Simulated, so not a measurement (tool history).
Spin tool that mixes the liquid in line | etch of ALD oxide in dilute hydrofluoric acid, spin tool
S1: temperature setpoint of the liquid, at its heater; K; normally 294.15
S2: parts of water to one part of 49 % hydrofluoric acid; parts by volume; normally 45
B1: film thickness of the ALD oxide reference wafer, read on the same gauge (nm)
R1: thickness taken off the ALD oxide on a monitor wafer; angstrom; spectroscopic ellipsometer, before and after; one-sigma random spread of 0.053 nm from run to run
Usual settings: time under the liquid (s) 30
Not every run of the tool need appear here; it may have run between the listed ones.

run 1 hour=0.0 | S1=294.15 S2=45 time_under_the_liquid_(s)=30 | B1=149.99 | R1=106.4
run 2 hour=33.0 | S1=294.15 S2=45 time_under_the_liquid_(s)=30 | B1=150.07 | R1=107.8
run 3 hour=60.2 | S1=294.15 S2=45 time_under_the_liquid_(s)=30 | B1=149.95 | R1=106.4
run 4 hour=91.7 | S1=291.65 S2=45 time_under_the_liquid_(s)=30 | B1=150.00 | R1=96.7
run 5 hour=119.6 | S1=291.65 S2=45 time_under_the_liquid_(s)=30 | B1=150.02 | R1=96.3
run 6 hour=147.1 | S1=291.65 S2=45 time_under_the_liquid_(s)=30 | B1=149.99 | R1=95.6
run 7 hour=175.6 | S1=294.15 S2=45 time_under_the_liquid_(s)=30 | B1=150.01 | R1=106.3
-- hour=186.2 thermometer replaced
-- hour=198.7 hydrofluoric acid flow meter replaced
run 8 hour=210.4 | S1=294.15 S2=45 time_under_the_liquid_(s)=25 | B1=150.01 | R1=86.4
-- hour=222.1 gauge calibrated
run 9 hour=244.7 | S1=294.15 S2=45 time_under_the_liquid_(s)=25 | B1=150.01 | R1=87.5
run 10 hour=272.0 | S1=296.15 S2=45 time_under_the_liquid_(s)=30 | B1=149.97 | R1=113.5
run 11 hour=287.7 | S1=294.15 S2=45 time_under_the_liquid_(s)=30 | B1=149.98 | R1=104.8
run 12 hour=345.2 | S1=296.15 S2=45 time_under_the_liquid_(s)=15 | B1=150.03 | R1=56.1
run 13 hour=371.8 | S1=294.15 S2=45 time_under_the_liquid_(s)=30 | B1=149.99 | R1=104.5
run 14 hour=384.0 | S1=295.65 S2=45 time_under_the_liquid_(s)=30 | B1=150.00 | R1=110.7
run 15 hour=417.3 | S1=294.15 S2=40 time_under_the_liquid_(s)=20 | B1=149.95 | R1=77.7
run 16 hour=443.1 | S1=294.15 S2=55 time_under_the_liquid_(s)=15 | B1=150.04 | R1=42.0
run 17 hour=457.3 | S1=294.15 S2=45 time_under_the_liquid_(s)=30 | B1=149.99 | R1=103.6
run 18 hour=488.8 | S1=294.15 S2=45 time_under_the_liquid_(s)=50 | B1=150.02 | R1=172.4
run 19 hour=503.0 | S1=291.15 S2=30 time_under_the_liquid_(s)=45 | B1=150.02 | R1=209.3
run 20 hour=537.2 | S1=296.15 S2=50 time_under_the_liquid_(s)=50 | B1=150.01 | R1=167.6

Here are 4 independent what-if runs from the current tool condition. What would each one return?
run A hour=537.6 | S1=294.15 S2=45 time_under_the_liquid_(s)=30 | B1=? | R1=?
run B hour=537.6 | S1=294.15 S2=60 time_under_the_liquid_(s)=30 | B1=? | R1=?
run C hour=537.6 | S1=292.15 S2=35 time_under_the_liquid_(s)=20 | B1=? | R1=?
run D hour=537.6 | S1=296.15 S2=60 time_under_the_liquid_(s)=15 | B1=? | R1=?

run=A B1=150.00 R1=104.1
run=B B1=150.00 R1=76.6
run=C B1=150.00 R1=83.0
run=D B1=150.00 R1=41.6
Without the tool's unlogged condition, the same runs would have read:
run=A R1=104.6
run=B R1=77.0
run=C R1=83.3
run=D R1=41.8
